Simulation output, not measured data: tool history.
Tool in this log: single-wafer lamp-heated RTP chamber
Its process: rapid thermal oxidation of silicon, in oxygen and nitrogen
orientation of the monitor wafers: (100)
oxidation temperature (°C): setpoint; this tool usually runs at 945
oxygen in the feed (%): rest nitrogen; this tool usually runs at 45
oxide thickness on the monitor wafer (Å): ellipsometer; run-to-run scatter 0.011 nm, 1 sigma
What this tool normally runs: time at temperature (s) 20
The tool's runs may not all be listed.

| run | hour | oxidation temperature (°C) | time at temperature (s) | oxygen in the feed (%) | read-back reference wafer on the same gauge, thickness | oxide thickness on the monitor wafer (Å) |
|---|---|---|---|---|---|---|
| 1 | 0 | 945 | 20 | 45 | 2.508 | 23.29 |
| 2 | 80.7 | 945 | 20 | 45 | 2.496 | 23.13 |
| 3 | 185.4 | 945 | 20 | 45 | 2.49 | 23.08 |
| 4 | 284.4 | 923 | 20 | 45 | 2.477 | 21.76 |
| 5 | 381.6 | 945 | 20 | 24 | 2.48 | 21.64 |
| 6 | 478 | 945 | 20 | 24 | 2.478 | 21.42 |
| 7 | 566.3 | 945 | 20 | 33 | 2.474 | 22.09 |

Run 8 is up next; what results do you expect?
| 8 | 648.5 | 917 | 20 | 45 | ? | ? |

{"run 8": {"read-back reference wafer on the same gauge, thickness": 2.471, "oxide thickness on the monitor wafer (Å)": 21.33}}
On a tool with no hidden condition, and with the same random variation, this run would have come out at oxide thickness on the monitor wafer (Å) 22.25.

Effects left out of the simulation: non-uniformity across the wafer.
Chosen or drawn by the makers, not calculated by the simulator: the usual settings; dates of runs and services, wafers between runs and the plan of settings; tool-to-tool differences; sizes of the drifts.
